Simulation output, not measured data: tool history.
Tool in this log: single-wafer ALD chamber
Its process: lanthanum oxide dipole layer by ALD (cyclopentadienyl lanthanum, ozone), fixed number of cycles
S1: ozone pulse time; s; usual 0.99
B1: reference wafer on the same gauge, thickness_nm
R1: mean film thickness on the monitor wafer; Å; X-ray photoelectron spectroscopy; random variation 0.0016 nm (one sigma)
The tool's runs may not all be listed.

run   hour    S1     B1    R1
  1      0  0.99  0.639  5.38
  2   49.6  0.99  0.639  5.35
  3   94.1  0.99  0.639  5.37
  4  135.4  0.99  0.639  5.38
  5  197.8  0.99  0.639  5.36
  6  232.6  0.99  0.639  5.35
  7  300.3  0.99  0.639  5.32
  8  335.1  0.99  0.639  5.35
     363.4  -- ozone generator serviced
  9  363.9  0.99  0.639  5.46
 10  403.3  0.99  0.639  5.47
 11  474.4  1.33  0.639  5.97
 12  529.7  0.77  0.638  4.91
     576.5  -- showerhead replaced, of another model than before
 13  599.5  0.99  0.639  5.49
 14  651.7  0.85   0.64  5.24
     652.7  -- gauge calibrated
     666.7  -- thermocouple changed; heater temperature recalibrated
 15  698.2  0.87  0.639  5.27
 16  803.7  0.61  0.639  4.66
 17  873.9  1.32  0.639  5.87

Predict each of these 3 candidate next runs independently; none follows another, all start after run 17:
  A  874.3  0.99   ?   ?
  B  874.3  1.37   ?   ?
  C  874.3  0.79   ?   ?

run     B1    R1
  A  0.639  5.48
  B  0.639  5.91
  C  0.639  5.12
What these runs would have given with no unlogged condition in the tool:
run    R1
  A   5.5
  B  5.92
  C  5.14

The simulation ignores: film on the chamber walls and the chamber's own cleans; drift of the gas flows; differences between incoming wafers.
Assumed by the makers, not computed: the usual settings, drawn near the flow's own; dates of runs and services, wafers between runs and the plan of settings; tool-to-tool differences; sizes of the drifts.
